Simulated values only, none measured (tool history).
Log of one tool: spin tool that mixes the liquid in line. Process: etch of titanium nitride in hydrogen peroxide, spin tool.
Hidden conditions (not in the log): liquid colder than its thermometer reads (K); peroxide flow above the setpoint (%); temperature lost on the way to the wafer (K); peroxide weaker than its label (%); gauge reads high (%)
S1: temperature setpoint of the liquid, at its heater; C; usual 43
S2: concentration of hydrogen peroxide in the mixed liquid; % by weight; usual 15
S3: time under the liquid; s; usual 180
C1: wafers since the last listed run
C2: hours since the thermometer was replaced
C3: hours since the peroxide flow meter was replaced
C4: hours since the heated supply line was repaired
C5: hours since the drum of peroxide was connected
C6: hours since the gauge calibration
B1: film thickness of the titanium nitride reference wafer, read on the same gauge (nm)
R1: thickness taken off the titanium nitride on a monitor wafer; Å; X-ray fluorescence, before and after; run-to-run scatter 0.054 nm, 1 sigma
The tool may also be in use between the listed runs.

| run | day | S1 | S2 | S3 | C1 | C2 | C3 | C4 | C5 | C6 | B1 | R1 |
|---|---|---|---|---|---|---|---|---|---|---|---|---|
| 1 | 0 | 43 | 15 | 230 | 0 | 591.4 | 868.8 | 1332.8 | 399.9 | 655.5 | 90 | 84.7 |
| 2 | 2.183 | 43 | 15 | 230 | 344 | 643.8 | 921.2 | 1385.2 | 452.3 | 707.9 | 90.03 | 85.8 |
| 3 | 6.475 | 43 | 15 | 180 | 677 | 746.8 | 1024.2 | 1488.2 | 555.3 | 810.9 | 90 | 66.6 |
| 4 | 9.7 | 43 | 15 | 110 | 508 | 824.2 | 1101.6 | 1565.6 | 632.7 | 888.3 | 90.01 | 40.5 |
| 5 | 12.383 | 43 | 15 | 110 | 423 | 888.6 | 1166 | 1630 | 697.1 | 952.7 | 89.99 | 40.2 |
| 6 | 16.671 | 45.5 | 15 | 180 | 676 | 991.5 | 1268.9 | 1732.9 | 800 | 1055.6 | 89.98 | 80.5 |
|  | 17.742 | thermometer replaced |
| 7 | 19.471 | 36 | 15 | 110 | 435 | 41.5 | 1336.1 | 1800.1 | 867.2 | 1122.8 | 90.02 | 23.3 |
| 8 | 21.162 | 43 | 15 | 180 | 266 | 82.1 | 1376.7 | 1840.7 | 907.8 | 1163.4 | 89.96 | 64.9 |
|  | 24.458 | peroxide flow meter replaced |
| 9 | 25.65 | 43 | 15 | 180 | 701 | 189.8 | 28.6 | 1948.4 | 1015.5 | 1271.1 | 89.98 | 66 |
| 10 | 28.712 | 52.5 | 19 | 245 | 483 | 263.3 | 102.1 | 2021.9 | 1089 | 1344.6 | 90 | 189.7 |
|  | 30.721 | gauge calibrated |
|  | 31.654 | new drum of peroxide connected |
| 11 | 31.896 | 49 | 12 | 260 | 495 | 339.7 | 178.5 | 2098.3 | 5.8 | 28.2 | 90.01 | 141.4 |
| 12 | 34.308 | 43 | 15 | 180 | 380 | 397.6 | 236.4 | 2156.2 | 63.7 | 86.1 | 90 | 65.1 |
| 13 | 36.633 | 46.5 | 12 | 180 | 366 | 453.4 | 292.2 | 2212 | 119.5 | 141.9 | 90.05 | 80.9 |
|  | 38.5 | heated supply line repaired |
| 14 | 39.983 | 46 | 17 | 235 | 521 | 533.8 | 372.6 | 35.6 | 199.9 | 222.3 | 89.99 | 115.8 |
| 15 | 41.696 | 43 | 17 | 180 | 270 | 574.9 | 413.7 | 76.7 | 241 | 263.4 | 89.98 | 70.3 |
| 16 | 45.862 | 38.5 | 15 | 180 | 657 | 674.9 | 513.7 | 176.7 | 341 | 363.4 | 89.99 | 48.4 |
| 17 | 49.85 | 52.5 | 12.5 | 180 | 629 | 770.6 | 609.4 | 272.4 | 436.7 | 459.1 | 90.02 | 133.7 |
| 18 | 53.967 | 43 | 15 | 180 | 649 | 869.4 | 708.2 | 371.2 | 535.5 | 557.9 | 90.02 | 67.7 |

Each row is a separate what-if for the run after 18, all from the same tool condition, not one after another. Results?
| A | 53.988 | 43 | 15 | 180 | 3 | 869.9 | 708.7 | 371.7 | 536 | 558.4 | ? | ? |
| B | 53.988 | 47 | 19 | 275 | 3 | 869.9 | 708.7 | 371.7 | 536 | 558.4 | ? | ? |
| C | 53.988 | 43 | 19 | 150 | 3 | 869.9 | 708.7 | 371.7 | 536 | 558.4 | ? | ? |
| D | 53.988 | 47.5 | 18 | 130 | 3 | 869.9 | 708.7 | 371.7 | 536 | 558.4 | ? | ? |
| E | 53.988 | 50 | 19 | 105 | 3 | 869.9 | 708.7 | 371.7 | 536 | 558.4 | ? | ? |

| run | B1 | R1 |
|---|---|---|
| A | 90 | 68.2 |
| B | 90 | 147.6 |
| C | 90 | 59.7 |
| D | 90 | 71.6 |
| E | 90 | 70.1 |
Take away the tool's hidden state, keep each run's random variation, and the runs would have read:
| run | R1 |
|---|---|
| A | 69.2 |
| B | 149.8 |
| C | 60.6 |
| D | 72.6 |
| E | 71.2 |

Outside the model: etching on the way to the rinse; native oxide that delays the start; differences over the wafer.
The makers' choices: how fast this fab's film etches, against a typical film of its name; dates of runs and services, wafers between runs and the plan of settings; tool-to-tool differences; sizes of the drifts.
